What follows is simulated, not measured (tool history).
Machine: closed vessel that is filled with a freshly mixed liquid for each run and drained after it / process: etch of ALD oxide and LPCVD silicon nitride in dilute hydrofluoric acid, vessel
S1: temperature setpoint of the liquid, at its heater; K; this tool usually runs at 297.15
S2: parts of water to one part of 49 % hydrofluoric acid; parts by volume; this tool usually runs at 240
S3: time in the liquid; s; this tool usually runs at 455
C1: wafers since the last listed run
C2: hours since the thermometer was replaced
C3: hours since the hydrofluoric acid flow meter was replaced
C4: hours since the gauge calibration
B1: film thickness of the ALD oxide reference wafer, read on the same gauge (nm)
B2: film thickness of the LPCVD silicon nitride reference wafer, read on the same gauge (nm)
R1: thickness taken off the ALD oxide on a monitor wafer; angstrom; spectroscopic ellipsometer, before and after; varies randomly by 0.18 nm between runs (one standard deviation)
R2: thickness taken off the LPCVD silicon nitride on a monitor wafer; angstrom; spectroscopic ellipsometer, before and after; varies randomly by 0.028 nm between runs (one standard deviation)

{"run": 1, "hour": 0.0, "S1": 297.15, "S2": 240, "S3": 455, "C1": 0, "C2": 769.5, "C3": 967.6, "C4": 147, "B1": 89.99, "B2": 130.004, "R1": 291.4, "R2": 10.05}
{"run": 2, "hour": 49.7, "S1": 297.15, "S2": 240, "S3": 455, "C1": 3281, "C2": 819.2, "C3": 1017.3, "C4": 196.7, "B1": 90.01, "B2": 129.988, "R1": 291.4, "R2": 10.22}
{"run": 3, "hour": 92.9, "S1": 297.15, "S2": 240, "S3": 455, "C1": 2851, "C2": 862.4, "C3": 1060.5, "C4": 239.9, "B1": 89.97, "B2": 130.012, "R1": 289.3, "R2": 9.82}
{"run": 4, "hour": 131.7, "S1": 297.15, "S2": 240, "S3": 455, "C1": 2561, "C2": 901.2, "C3": 1099.3, "C4": 278.7, "B1": 90.02, "B2": 129.982, "R1": 288.5, "R2": 9.94}
{"run": 5, "hour": 159.0, "S1": 297.15, "S2": 240, "S3": 240, "C1": 1802, "C2": 928.5, "C3": 1126.6, "C4": 306, "B1": 90.03, "B2": 129.997, "R1": 152.5, "R2": 5.31}
{"run": 6, "hour": 189.0, "S1": 297.15, "S2": 240, "S3": 240, "C1": 1980, "C2": 958.5, "C3": 1156.6, "C4": 336, "B1": 89.97, "B2": 129.963, "R1": 150.1, "R2": 5.16}
{"run": 7, "hour": 222.9, "S1": 297.15, "S2": 240, "S3": 585, "C1": 2238, "C2": 992.4, "C3": 1190.5, "C4": 369.9, "B1": 90, "B2": 129.985, "R1": 373.3, "R2": 12.39}
{"run": 8, "hour": 278.1, "S1": 297.15, "S2": 240, "S3": 585, "C1": 3644, "C2": 1047.6, "C3": 1245.7, "C4": 425.1, "B1": 90.01, "B2": 129.979, "R1": 367.7, "R2": 12.56}
{"run": 9, "hour": 319.2, "S1": 297.15, "S2": 240, "S3": 585, "C1": 2713, "C2": 1088.7, "C3": 1286.8, "C4": 466.2, "B1": 89.97, "B2": 130.015, "R1": 363.5, "R2": 12.95}
{"run": 10, "hour": 390.1, "S1": 297.15, "S2": 240, "S3": 455, "C1": 4680, "C2": 1159.6, "C3": 1357.7, "C4": 537.1, "B1": 90.02, "B2": 129.983, "R1": 286.3, "R2": 10.07}
{"run": 11, "hour": 511.5, "S1": 292.65, "S2": 120, "S3": 455, "C1": 8014, "C2": 1281, "C3": 1479.1, "C4": 658.5, "B1": 90, "B2": 130.003, "R1": 538.7, "R2": 13.93}
{"run": 12, "hour": 540.1, "S1": 297.15, "S2": 240, "S3": 455, "C1": 1888, "C2": 1309.6, "C3": 1507.7, "C4": 687.1, "B1": 90.02, "B2": 129.991, "R1": 283.4, "R2": 9.82}
{"run": 13, "hour": 608.3, "S1": 297.15, "S2": 240, "S3": 595, "C1": 4502, "C2": 1377.8, "C3": 1575.9, "C4": 755.3, "B1": 90.01, "B2": 130.02, "R1": 366.3, "R2": 12.46}
{"run": 14, "hour": 635.0, "S1": 297.15, "S2": 240, "S3": 595, "C1": 1762, "C2": 1404.5, "C3": 1602.6, "C4": 782, "B1": 90.01, "B2": 129.997, "R1": 368.2, "R2": 12.92}
{"run": 15, "hour": 687.5, "S1": 297.15, "S2": 240, "S3": 285, "C1": 3465, "C2": 1457, "C3": 1655.1, "C4": 834.5, "B1": 89.98, "B2": 130.019, "R1": 173.8, "R2": 6.12}
{"hour": 690.8, "done": "hydrofluoric acid flow meter replaced"}
{"hour": 705.3, "done": "thermometer replaced"}
{"run": 16, "hour": 732.4, "S1": 297.15, "S2": 240, "S3": 180, "C1": 2832, "C2": 27.1, "C3": 41.6, "C4": 879.4, "B1": 90.01, "B2": 130.001, "R1": 124.9, "R2": 4.18}
{"hour": 769.6, "done": "gauge calibrated"}
{"run": 17, "hour": 793.3, "S1": 297.15, "S2": 300, "S3": 455, "C1": 4020, "C2": 88, "C3": 102.5, "C4": 23.7, "B1": 89.97, "B2": 130.003, "R1": 234.4, "R2": 8.38}
{"run": 18, "hour": 826.2, "S1": 299.15, "S2": 240, "S3": 455, "C1": 2171, "C2": 120.9, "C3": 135.4, "C4": 56.6, "B1": 89.98, "B2": 129.997, "R1": 331.6, "R2": 11.62}
{"run": 19, "hour": 897.1, "S1": 297.15, "S2": 240, "S3": 455, "C1": 4680, "C2": 191.8, "C3": 206.3, "C4": 127.5, "B1": 90, "B2": 130.011, "R1": 311.7, "R2": 10.32}

What does the tool deliver on the next run?
{"run": 20, "hour": 924.1, "S1": 297.15, "S2": 240, "S3": 455, "C1": 1782, "C2": 218.8, "C3": 233.3, "C4": 154.5, "B1": "?", "B2": "?", "R1": "?", "R2": "?"}

B1: 90.04
B2: 129.999
R1: 307.2 angstrom
R2: 10.7 angstrom
On a tool with no hidden condition, and with the same random variation, this run would have come out at R1 313.6 angstrom, R2 10.87 angstrom.
